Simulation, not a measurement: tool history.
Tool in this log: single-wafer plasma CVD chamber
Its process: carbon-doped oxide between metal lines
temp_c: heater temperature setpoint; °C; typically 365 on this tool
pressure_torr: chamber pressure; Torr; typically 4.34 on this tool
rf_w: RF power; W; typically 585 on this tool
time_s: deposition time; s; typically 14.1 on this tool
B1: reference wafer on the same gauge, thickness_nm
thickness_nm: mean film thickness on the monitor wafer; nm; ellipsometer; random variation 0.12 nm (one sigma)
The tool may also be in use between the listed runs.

run 1 hour=0.0 | temp_c=365 pressure_torr=4.34 rf_w=585 time_s=14.1 | B1=78.808 | thickness_nm=75.862
run 2 hour=45.8 | temp_c=365 pressure_torr=4.34 rf_w=585 time_s=14.1 | B1=78.816 | thickness_nm=75.786
run 3 hour=106.8 | temp_c=365 pressure_torr=4.34 rf_w=585 time_s=14.1 | B1=78.788 | thickness_nm=75.864
run 4 hour=158.9 | temp_c=365 pressure_torr=4.34 rf_w=585 time_s=15.2 | B1=78.807 | thickness_nm=81.819
run 5 hour=213.4 | temp_c=365 pressure_torr=4.34 rf_w=585 time_s=15.2 | B1=78.825 | thickness_nm=81.619
run 6 hour=277.3 | temp_c=365 pressure_torr=4.34 rf_w=585 time_s=15.2 | B1=78.800 | thickness_nm=81.725
run 7 hour=322.5 | temp_c=365 pressure_torr=4.34 rf_w=585 time_s=14.1 | B1=78.816 | thickness_nm=75.950
run 8 hour=354.5 | temp_c=365 pressure_torr=4.34 rf_w=585 time_s=14.1 | B1=78.810 | thickness_nm=75.820
run 9 hour=380.3 | temp_c=365 pressure_torr=4.34 rf_w=585 time_s=14.1 | B1=78.816 | thickness_nm=75.750
run 10 hour=420.4 | temp_c=365 pressure_torr=4.34 rf_w=650 time_s=14.1 | B1=78.802 | thickness_nm=80.986
run 11 hour=491.3 | temp_c=358 pressure_torr=4.34 rf_w=665 time_s=15.0 | B1=78.779 | thickness_nm=88.807
-- hour=551.9 gauge calibrated
-- hour=555.5 RF generator calibrated
-- hour=562.5 capacitance manometer re-zeroed and calibrated
run 12 hour=563.0 | temp_c=365 pressure_torr=3.94 rf_w=585 time_s=14.1 | B1=78.801 | thickness_nm=77.488
run 13 hour=587.2 | temp_c=376 pressure_torr=4.34 rf_w=585 time_s=14.1 | B1=78.823 | thickness_nm=76.646
-- hour=624.2 showerhead replaced
run 14 hour=634.2 | temp_c=357 pressure_torr=3.32 rf_w=700 time_s=15.8 | B1=78.782 | thickness_nm=97.153
run 15 hour=680.6 | temp_c=365 pressure_torr=4.34 rf_w=515 time_s=14.1 | B1=78.793 | thickness_nm=71.886
run 16 hour=718.0 | temp_c=365 pressure_torr=5.29 rf_w=585 time_s=14.1 | B1=78.796 | thickness_nm=80.215
-- hour=747.0 thermocouple changed; heater temperature recalibrated
run 17 hour=778.7 | temp_c=365 pressure_torr=4.34 rf_w=585 time_s=14.1 | B1=78.777 | thickness_nm=76.669
run 18 hour=806.9 | temp_c=365 pressure_torr=3.31 rf_w=585 time_s=16.5 | B1=78.804 | thickness_nm=86.337
run 19 hour=878.2 | temp_c=369 pressure_torr=4.34 rf_w=695 time_s=14.1 | B1=78.767 | thickness_nm=84.219
run 20 hour=907.1 | temp_c=355 pressure_torr=4.34 rf_w=485 time_s=12.1 | B1=78.812 | thickness_nm=59.110
run 21 hour=947.5 | temp_c=365 pressure_torr=4.34 rf_w=585 time_s=14.1 | B1=78.813 | thickness_nm=76.281

5 ways to go on from here, each from the tool as it stands after run 21. What would each give?
run A hour=947.9 | temp_c=377 pressure_torr=4.34 rf_w=585 time_s=14.1 | B1=? | thickness_nm=?
run B hour=947.9 | temp_c=376 pressure_torr=3.61 rf_w=510 time_s=15.7 | B1=? | thickness_nm=?
run C hour=947.9 | temp_c=365 pressure_torr=4.34 rf_w=490 time_s=11.7 | B1=? | thickness_nm=?
run D hour=947.9 | temp_c=365 pressure_torr=4.86 rf_w=585 time_s=13.1 | B1=? | thickness_nm=?
run E hour=947.9 | temp_c=351 pressure_torr=4.34 rf_w=490 time_s=14.1 | B1=? | thickness_nm=?

run=A B1=78.777 thickness_nm=74.235
run=B B1=78.777 thickness_nm=73.827
run=C B1=78.777 thickness_nm=56.276
run=D B1=78.777 thickness_nm=71.833
run=E B1=78.777 thickness_nm=69.778
What these runs would have given with no unlogged condition in the tool:
run=A thickness_nm=76.106
run=B thickness_nm=75.758
run=C thickness_nm=57.773
run=D thickness_nm=73.664
run=E thickness_nm=71.656
